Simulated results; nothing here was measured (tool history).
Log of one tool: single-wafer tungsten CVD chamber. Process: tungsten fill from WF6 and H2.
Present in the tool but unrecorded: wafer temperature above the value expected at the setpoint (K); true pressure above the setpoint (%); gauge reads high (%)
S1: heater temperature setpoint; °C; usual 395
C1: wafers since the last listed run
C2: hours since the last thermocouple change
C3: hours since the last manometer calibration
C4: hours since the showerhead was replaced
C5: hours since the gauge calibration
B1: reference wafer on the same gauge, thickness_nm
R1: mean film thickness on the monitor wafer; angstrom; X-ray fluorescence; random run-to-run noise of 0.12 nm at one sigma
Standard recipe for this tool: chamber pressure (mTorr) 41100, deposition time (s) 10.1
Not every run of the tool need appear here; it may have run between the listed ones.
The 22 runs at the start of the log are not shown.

Run 23, hour 271.2: usual settings but S1 383 °C, chamber pressure (mTorr) 48600; C1 275; C2 117.6; C3 14.2; C4 216.3; C5 206.8; B1 27.198. Result: R1 227.69 angstrom.
Run 24, hour 281.9: usual settings but S1 402 °C, deposition time (s) 8.6; C1 215; C2 128.3; C3 24.9; C4 227; C5 217.5; B1 27.212. Result: R1 280.69 angstrom.
Run 25, hour 292.4: usual settings but chamber pressure (mTorr) 47300, deposition time (s) 8.8; C1 211; C2 138.8; C3 35.4; C4 237.5; C5 228; B1 27.183. Result: R1 256.61 angstrom.
Run 26, hour 303.5: usual settings; C1 223; C2 149.9; C3 46.5; C4 248.6; C5 239.1; B1 27.207. Result: R1 282.41 angstrom.
Run 27, hour 319.1: usual settings but S1 380 °C, deposition time (s) 10.8; C1 314; C2 165.5; C3 62.1; C4 264.2; C5 254.7; B1 27.192. Result: R1 215.57 angstrom.
Run 28, hour 332.5: usual settings but S1 383 °C, chamber pressure (mTorr) 35900, deposition time (s) 10.6; C1 269; C2 178.9; C3 75.5; C4 277.6; C5 268.1; B1 27.196. Result: R1 217.73 angstrom.
Run 29, hour 348.1: usual settings but chamber pressure (mTorr) 45200; C1 314; C2 194.5; C3 91.1; C4 293.2; C5 283.7; B1 27.203. Result: R1 287.52 angstrom.
Run 30, hour 356.7: usual settings but S1 404 °C, deposition time (s) 9.1; C1 173; C2 203.1; C3 99.7; C4 301.8; C5 292.3; B1 27.211. Result: R1 304.69 angstrom.
Run 31, hour 370.5: usual settings but chamber pressure (mTorr) 31800, deposition time (s) 8.3; C1 277; C2 216.9; C3 113.5; C4 315.6; C5 306.1; B1 27.177. Result: R1 215.77 angstrom.
Run 32, hour 382.6: usual settings but chamber pressure (mTorr) 47400; C1 243; C2 229; C3 125.6; C4 327.7; C5 318.2; B1 27.201. Result: R1 293.92 angstrom.
Run 33, hour 398.2: usual settings but S1 403 °C, deposition time (s) 8.8; C1 314; C2 244.6; C3 141.2; C4 343.3; C5 333.8; B1 27.201. Result: R1 287.7 angstrom.

Each row is a separate what-if for the run after 33, all from the same tool condition, not one after another. Results?
Run A, hour 398.6: usual settings; C1 8; C2 245; C3 141.6; C4 343.7; C5 334.2; B1 ?. Result: R1 ?.
Run B, hour 398.6: usual settings but S1 400 °C, chamber pressure (mTorr) 47400, deposition time (s) 12; C1 8; C2 245; C3 141.6; C4 343.7; C5 334.2; B1 ?. Result: R1 ?.
Run C, hour 398.6: usual settings but chamber pressure (mTorr) 33400, deposition time (s) 8.2; C1 8; C2 245; C3 141.6; C4 343.7; C5 334.2; B1 ?. Result: R1 ?.
Run D, hour 398.6: usual settings but chamber pressure (mTorr) 35100, deposition time (s) 10.9; C1 8; C2 245; C3 141.6; C4 343.7; C5 334.2; B1 ?. Result: R1 ?.
Run E, hour 398.6: usual settings but chamber pressure (mTorr) 36100; C1 8; C2 245; C3 141.6; C4 343.7; C5 334.2; B1 ?. Result: R1 ?.

run      B1      R1
  A  27.192  279.89
  B  27.192  385.39
  C  27.192  214.94
  D  27.192  289.69
  E  27.192  270.32
What these runs would have given with no unlogged condition in the tool:
run      R1
  A  287.55
  B  395.57
  C  220.82
  D  297.61
  E  277.71

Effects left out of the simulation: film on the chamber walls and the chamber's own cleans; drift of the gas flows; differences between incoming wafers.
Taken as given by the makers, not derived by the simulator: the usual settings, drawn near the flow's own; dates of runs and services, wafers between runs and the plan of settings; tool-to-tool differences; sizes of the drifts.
